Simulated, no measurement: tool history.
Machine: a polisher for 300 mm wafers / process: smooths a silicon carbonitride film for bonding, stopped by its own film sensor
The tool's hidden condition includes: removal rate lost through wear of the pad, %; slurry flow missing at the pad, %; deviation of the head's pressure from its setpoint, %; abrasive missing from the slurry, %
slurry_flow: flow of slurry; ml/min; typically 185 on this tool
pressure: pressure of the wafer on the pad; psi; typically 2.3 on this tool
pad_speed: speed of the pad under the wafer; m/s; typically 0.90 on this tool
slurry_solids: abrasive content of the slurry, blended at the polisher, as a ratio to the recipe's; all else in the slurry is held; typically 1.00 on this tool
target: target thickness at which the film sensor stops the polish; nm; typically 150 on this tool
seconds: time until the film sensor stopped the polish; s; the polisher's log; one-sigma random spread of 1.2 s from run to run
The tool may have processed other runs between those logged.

run	day	slurry_flow	pressure	pad_speed	slurry_solids	target	wafers since the last listed run	wafers polished on this pad	hours since the slurry nozzle was cleaned	hours since the head pressure was calibrated	hours since the slurry blender was calibrated	incoming thickness of the incoming film, nm	seconds
1	0.000	185	2.3	0.90	1.00	150	0	292	362.1	808.6	128.2	170.6	69.4
2	1.700	185	2.3	0.90	1.00	150	330	623	402.9	849.4	169.0	168.9	61.0
# day 2.696: worn pad replaced by a new one
3	3.188	185	2.3	0.90	1.25	150	256	95	438.6	885.1	204.7	171.0	61.9
4	3.771	185	2.3	0.90	1.25	150	113	209	452.6	899.1	218.7	169.2	57.1
5	4.108	185	2.3	0.90	1.25	150	65	274	460.7	907.2	226.8	169.2	58.2
6	5.617	185	1.8	0.90	1.00	150	293	567	496.9	943.4	263.0	173.1	91.6
# day 6.321: worn pad replaced by a new one
7	6.342	185	1.8	0.90	1.00	150	108	4	514.3	960.8	280.4	172.5	91.4
8	7.675	185	1.8	0.90	1.00	150	259	263	546.3	992.8	312.4	168.3	75.2
9	8.008	185	2.3	0.90	1.00	150	64	328	554.3	1000.8	320.4	171.0	73.4
10	9.942	185	2.3	0.90	1.00	150	375	704	600.7	1047.2	366.8	168.4	68.2
11	10.529	185	2.3	0.90	0.80	150	114	818	614.8	1061.3	380.9	171.6	84.5
# day 10.996: head pressure recalibrated
# day 11.046: worn pad replaced by a new one
12	11.067	185	2.3	0.90	0.80	150	77	3	627.7	1.7	393.8	169.0	76.4
13	11.529	185	2.3	0.90	1.00	150	89	93	638.8	12.8	404.9	171.8	81.8
14	12.017	185	2.3	0.90	1.30	150	94	188	650.5	24.5	416.6	170.0	69.6
# day 12.733: slurry nozzle cleaned
15	12.754	225	2.3	0.68	1.00	150	135	323	0.5	42.2	434.3	170.5	96.9
16	13.312	140	1.6	0.90	1.00	150	108	432	13.9	55.6	447.7	169.1	99.4
# day 13.488: slurry blender recalibrated
17	13.758	185	2.3	0.90	0.90	150	70	502	24.6	66.3	6.5	170.6	68.1

What will run 18 give?
18	14.192	150	2.7	0.90	1.00	150	84	586	35.0	76.7	16.9	172.5	?

{"run 18": {"seconds": 68.3}}
Had the tool carried no hidden state, the very same run would have given seconds 67.9 s.
